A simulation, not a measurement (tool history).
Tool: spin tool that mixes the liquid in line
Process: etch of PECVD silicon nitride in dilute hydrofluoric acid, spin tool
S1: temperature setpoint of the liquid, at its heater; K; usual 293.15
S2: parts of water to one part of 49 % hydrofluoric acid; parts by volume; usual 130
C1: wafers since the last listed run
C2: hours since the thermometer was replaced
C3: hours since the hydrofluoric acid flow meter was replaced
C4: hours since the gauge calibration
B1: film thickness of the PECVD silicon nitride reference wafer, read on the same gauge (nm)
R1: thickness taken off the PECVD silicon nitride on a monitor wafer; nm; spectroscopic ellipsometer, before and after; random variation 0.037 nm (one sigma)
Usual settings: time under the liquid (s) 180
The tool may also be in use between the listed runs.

{"run": 1, "hour": 0.0, "S1": 293.15, "S2": 130, "time under the liquid (s)": 180, "C1": 0, "C2": 1809.8, "C3": 719, "C4": 177.4, "B1": 129.982, "R1": 1.888}
{"run": 2, "hour": 14.7, "S1": 293.15, "S2": 130, "time under the liquid (s)": 180, "C1": 105, "C2": 1824.5, "C3": 733.7, "C4": 192.1, "B1": 129.963, "R1": 1.871}
{"run": 3, "hour": 45.7, "S1": 293.15, "S2": 130, "time under the liquid (s)": 180, "C1": 221, "C2": 1855.5, "C3": 764.7, "C4": 223.1, "B1": 129.984, "R1": 1.841}
{"run": 4, "hour": 72.7, "S1": 293.15, "S2": 130, "time under the liquid (s)": 180, "C1": 192, "C2": 1882.5, "C3": 791.7, "C4": 250.1, "B1": 130, "R1": 1.866}
{"run": 5, "hour": 88.4, "S1": 297.15, "S2": 130, "time under the liquid (s)": 180, "C1": 112, "C2": 1898.2, "C3": 807.4, "C4": 265.8, "B1": 129.983, "R1": 2.376}
{"run": 6, "hour": 144.8, "S1": 297.15, "S2": 130, "time under the liquid (s)": 180, "C1": 403, "C2": 1954.6, "C3": 863.8, "C4": 322.2, "B1": 130.042, "R1": 2.41}
{"run": 7, "hour": 160.9, "S1": 297.15, "S2": 130, "time under the liquid (s)": 180, "C1": 115, "C2": 1970.7, "C3": 879.9, "C4": 338.3, "B1": 130.023, "R1": 2.468}
{"run": 8, "hour": 184.7, "S1": 293.15, "S2": 130, "time under the liquid (s)": 180, "C1": 170, "C2": 1994.5, "C3": 903.7, "C4": 362.1, "B1": 129.976, "R1": 1.823}
{"run": 9, "hour": 209.4, "S1": 293.15, "S2": 130, "time under the liquid (s)": 180, "C1": 176, "C2": 2019.2, "C3": 928.4, "C4": 386.8, "B1": 129.983, "R1": 1.823}
{"hour": 226.4, "done": "hydrofluoric acid flow meter replaced"}
{"run": 10, "hour": 240.6, "S1": 293.15, "S2": 130, "time under the liquid (s)": 180, "C1": 215, "C2": 2050.4, "C3": 14.2, "C4": 418, "B1": 130.028, "R1": 1.884}
{"run": 11, "hour": 257.1, "S1": 290.65, "S2": 130, "time under the liquid (s)": 180, "C1": 117, "C2": 2066.9, "C3": 30.7, "C4": 434.5, "B1": 130.025, "R1": 1.568}
{"run": 12, "hour": 274.1, "S1": 290.65, "S2": 130, "time under the liquid (s)": 180, "C1": 121, "C2": 2083.9, "C3": 47.7, "C4": 451.5, "B1": 130.004, "R1": 1.581}
{"hour": 303.2, "done": "gauge calibrated"}
{"run": 13, "hour": 308.4, "S1": 293.15, "S2": 130, "time under the liquid (s)": 180, "C1": 245, "C2": 2118.2, "C3": 82, "C4": 5.2, "B1": 130.051, "R1": 1.887}
{"run": 14, "hour": 342.6, "S1": 295.15, "S2": 100, "time under the liquid (s)": 75, "C1": 244, "C2": 2152.4, "C3": 116.2, "C4": 39.4, "B1": 130.035, "R1": 1.138}
{"run": 15, "hour": 356.6, "S1": 293.15, "S2": 130, "time under the liquid (s)": 180, "C1": 100, "C2": 2166.4, "C3": 130.2, "C4": 53.4, "B1": 130.009, "R1": 1.87}
{"run": 16, "hour": 378.2, "S1": 295.15, "S2": 75, "time under the liquid (s)": 180, "C1": 154, "C2": 2188, "C3": 151.8, "C4": 75, "B1": 130.009, "R1": 3.614}
{"run": 17, "hour": 401.7, "S1": 293.15, "S2": 130, "time under the liquid (s)": 180, "C1": 167, "C2": 2211.5, "C3": 175.3, "C4": 98.5, "B1": 130.022, "R1": 1.852}
{"run": 18, "hour": 432.8, "S1": 293.15, "S2": 130, "time under the liquid (s)": 180, "C1": 222, "C2": 2242.6, "C3": 206.4, "C4": 129.6, "B1": 129.986, "R1": 1.829}
{"run": 19, "hour": 454.7, "S1": 295.65, "S2": 170, "time under the liquid (s)": 180, "C1": 156, "C2": 2264.5, "C3": 228.3, "C4": 151.5, "B1": 130.008, "R1": 1.727}
{"hour": 497.7, "done": "thermometer replaced"}
{"run": 20, "hour": 499.2, "S1": 297.65, "S2": 65, "time under the liquid (s)": 85, "C1": 310, "C2": 1.5, "C3": 272.8, "C4": 196, "B1": 129.946, "R1": 2.375}
{"run": 21, "hour": 527.6, "S1": 290.15, "S2": 150, "time under the liquid (s)": 220, "C1": 202, "C2": 29.9, "C3": 301.2, "C4": 224.4, "B1": 130.008, "R1": 1.667}
{"run": 22, "hour": 540.2, "S1": 297.65, "S2": 180, "time under the liquid (s)": 235, "C1": 90, "C2": 42.5, "C3": 313.8, "C4": 237, "B1": 130.023, "R1": 2.408}

Run 23 comes next. What will it give?
{"run": 23, "hour": 557.7, "S1": 293.15, "S2": 130, "time under the liquid (s)": 280, "C1": 125, "C2": 60, "C3": 331.3, "C4": 254.5, "B1": "?", "R1": "?"}

{"run 23": {"B1": 129.993, "R1": 2.909}}
Without the tool's hidden state the same run would have given R1 2.909 nm.

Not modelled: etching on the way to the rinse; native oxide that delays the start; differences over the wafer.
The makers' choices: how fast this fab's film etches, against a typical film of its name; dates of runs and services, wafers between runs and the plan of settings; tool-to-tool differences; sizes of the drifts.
